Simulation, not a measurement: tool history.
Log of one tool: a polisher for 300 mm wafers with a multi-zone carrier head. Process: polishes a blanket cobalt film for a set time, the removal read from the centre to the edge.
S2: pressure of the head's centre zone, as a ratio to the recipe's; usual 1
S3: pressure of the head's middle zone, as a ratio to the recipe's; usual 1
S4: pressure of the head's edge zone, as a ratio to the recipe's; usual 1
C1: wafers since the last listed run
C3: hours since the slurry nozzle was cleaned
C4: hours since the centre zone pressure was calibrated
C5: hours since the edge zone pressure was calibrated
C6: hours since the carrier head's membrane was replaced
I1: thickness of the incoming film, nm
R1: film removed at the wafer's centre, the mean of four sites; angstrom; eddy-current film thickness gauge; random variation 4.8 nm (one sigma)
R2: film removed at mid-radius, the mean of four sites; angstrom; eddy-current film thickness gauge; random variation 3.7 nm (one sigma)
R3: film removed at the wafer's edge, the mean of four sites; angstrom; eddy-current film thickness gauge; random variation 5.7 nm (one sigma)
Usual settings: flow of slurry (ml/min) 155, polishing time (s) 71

Run 1, hour 0: usual settings but S2 0.97, S4 0.9; C1 0; wafers polished on this pad 772; C3 45.7; C4 579.6; C5 116.3; C6 566; I1 1246. Result: R1 3844 angstrom, R2 3984 angstrom, R3 3837 angstrom.
Run 2, hour 6.1: usual settings but flow of slurry (ml/min) 205, S4 0.9; C1 54; wafers polished on this pad 827; C3 51.8; C4 585.7; C5 122.4; C6 572.1; I1 1253.2. Result: R1 4176 angstrom, R2 4154 angstrom, R3 3903 angstrom.
At hour 11: worn pad replaced by a new one.
At hour 15.9: carrier head's membrane replaced by a new one, of another model than before.
Run 3, hour 18.3: usual settings but flow of slurry (ml/min) 205, polishing time (s) 87; C1 29; wafers polished on this pad 21; C3 64; C4 597.9; C5 134.6; C6 2.4; I1 1262.6. Result: R1 5004 angstrom, R2 5036 angstrom, R3 5060 angstrom.
Run 4, hour 30.7: usual settings but S3 0.9; C1 111; wafers polished on this pad 132; C3 76.4; C4 610.3; C5 147; C6 14.8; I1 1281.9. Result: R1 4000 angstrom, R2 3349 angstrom, R3 4017 angstrom.
Run 5, hour 37.3: usual settings but S2 1.09, polishing time (s) 47; C1 59; wafers polished on this pad 192; C3 83; C4 616.9; C5 153.6; C6 21.4; I1 1253.8. Result: R1 2946 angstrom, R2 2641 angstrom, R3 2569 angstrom.
Run 6, hour 52.4: usual settings but flow of slurry (ml/min) 175, polishing time (s) 85; C1 136; wafers polished on this pad 328; C3 98.1; C4 632; C5 168.7; C6 36.5; I1 1275.8. Result: R1 4836 angstrom, R2 4850 angstrom, R3 4923 angstrom.
Run 7, hour 64.4: usual settings but flow of slurry (ml/min) 105, S2 1.08, S3 1.04; C1 108; wafers polished on this pad 436; C3 110.1; C4 644; C5 180.7; C6 48.5; I1 1279.1. Result: R1 3851 angstrom, R2 3736 angstrom, R3 3722 angstrom.
Run 8, hour 74.9: usual settings but S2 0.9; C1 94; wafers polished on this pad 531; C3 120.6; C4 654.5; C5 191.2; C6 59; I1 1257.2. Result: R1 3271 angstrom, R2 3862 angstrom, R3 3886 angstrom.
Run 9, hour 87: usual settings but S2 0.93, S3 1.03, S4 1.04, polishing time (s) 86; C1 109; wafers polished on this pad 640; C3 132.7; C4 666.6; C5 203.3; C6 71.1; I1 1263.4. Result: R1 4291 angstrom, R2 4895 angstrom, R3 4959 angstrom.
Run 10, hour 96.3: usual settings; C1 83; wafers polished on this pad 724; C3 142; C4 675.9; C5 212.6; C6 80.4; I1 1261.1. Result: R1 3865 angstrom, R2 3865 angstrom, R3 3945 angstrom.
Run 11, hour 103.4: usual settings but S2 0.92; C1 63; wafers polished on this pad 788; C3 149.1; C4 683; C5 219.7; C6 87.5; I1 1264.6. Result: R1 3386 angstrom, R2 3793 angstrom, R3 3940 angstrom.
At hour 112.5: centre zone pressure recalibrated.
Run 12, hour 117.7: usual settings but flow of slurry (ml/min) 190; C1 110; wafers polished on this pad 898; C3 163.4; C4 5.2; C5 234; C6 101.8; I1 1280. Result: R1 3994 angstrom, R2 3986 angstrom, R3 4029 angstrom.
At hour 131.3: worn pad replaced by a new one.
Run 13, hour 131.8: usual settings but flow of slurry (ml/min) 205, S2 0.91, S3 1.09; C1 91; wafers polished on this pad 4; C3 177.5; C4 19.3; C5 248.1; C6 115.9; I1 1268.3. Result: R1 3542 angstrom, R2 4535 angstrom, R3 4121 angstrom.

Forecast run 14:
Run 14, hour 144.1: usual settings; C1 110; wafers polished on this pad 114; C3 189.8; C4 31.6; C5 260.4; C6 128.2; I1 1295.8. Result: R1 ?, R2 ?, R3 ?.

R1: 3773 angstrom
R2: 3837 angstrom
R3: 3838 angstrom
Without the tool's hidden state the same run would have given R1 4021 angstrom, R2 4057 angstrom, R3 3993 angstrom.
